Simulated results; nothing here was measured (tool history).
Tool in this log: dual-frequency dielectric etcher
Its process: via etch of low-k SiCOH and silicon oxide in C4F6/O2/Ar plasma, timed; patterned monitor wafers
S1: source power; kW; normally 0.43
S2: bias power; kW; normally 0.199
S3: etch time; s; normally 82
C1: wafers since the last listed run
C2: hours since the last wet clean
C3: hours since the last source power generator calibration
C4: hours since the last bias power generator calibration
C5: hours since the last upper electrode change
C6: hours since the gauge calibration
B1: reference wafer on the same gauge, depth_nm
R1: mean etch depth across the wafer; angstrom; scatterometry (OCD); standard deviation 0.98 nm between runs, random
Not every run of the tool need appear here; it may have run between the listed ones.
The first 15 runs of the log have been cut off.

run,day,S1,S2,S3,C1,C2,C3,C4,C5,C6,B1,R1
# day 55.579: wet clean of the chamber
16,55.6,0.5,0.199,61,705,0.5,167.4,4238.7,459,1272.3,270.1,2026
17,56.917,0.43,0.226,82,262,32.1,199,4270.3,490.6,1303.9,270,2670
18,59.554,0.43,0.199,82,525,95.4,262.3,4333.6,553.9,1367.2,269.9,2577
# day 62.612: bias power generator calibrated
19,63.612,0.51,0.199,82,774,192.8,359.7,24,651.3,1464.6,270.1,2756
20,66.842,0.48,0.239,70,642,270.3,437.2,101.5,728.8,1542.1,270.2,2435
21,71.221,0.43,0.155,82,871,375.4,542.3,206.6,833.9,1647.2,270.2,2408
# day 72.188: gauge calibrated
22,73.342,0.39,0.199,82,422,426.3,593.2,257.5,884.8,27.7,270.1,2504
# day 75.583: wet clean of the chamber
23,77.475,0.43,0.232,82,623,45.4,692.4,356.7,984,126.9,270,2709
24,79.346,0.43,0.199,82,372,90.3,737.3,401.6,1028.9,171.8,269.9,2592
25,83.158,0.43,0.167,82,758,181.8,828.8,493.1,1120.4,263.3,270,2467
26,85.721,0.37,0.249,82,510,243.3,890.3,554.6,1181.9,324.8,270.1,2648
27,89.421,0.36,0.221,82,736,332.1,979.1,643.4,1270.7,413.6,269.6,2506
28,91.929,0.43,0.221,82,499,392.3,1039.3,703.6,1330.9,473.8,270.2,2699
29,96.212,0.43,0.199,103.5,852,495.1,1142.1,806.4,1433.7,576.6,270.1,3258
# day 99.667: wet clean of the chamber
30,100.508,0.43,0.227,88.5,656,20.2,1245.2,909.5,1536.8,679.7,270,2934

3 ways to go on from here, each from the tool as it stands after run 30. What would each give?
A,100.525,0.43,0.199,72.5,3,20.6,1245.6,909.9,1537.2,680.1,?,?
B,100.525,0.38,0.154,82,3,20.6,1245.6,909.9,1537.2,680.1,?,?
C,100.525,0.38,0.23,72.5,3,20.6,1245.6,909.9,1537.2,680.1,?,?

run,B1,R1
A,269.8,2294
B,269.8,2304
C,269.8,2294
Stripped of hidden state, with their random variation kept, the same runs would have yielded:
run,R1
A,2265
B,2273
C,2265
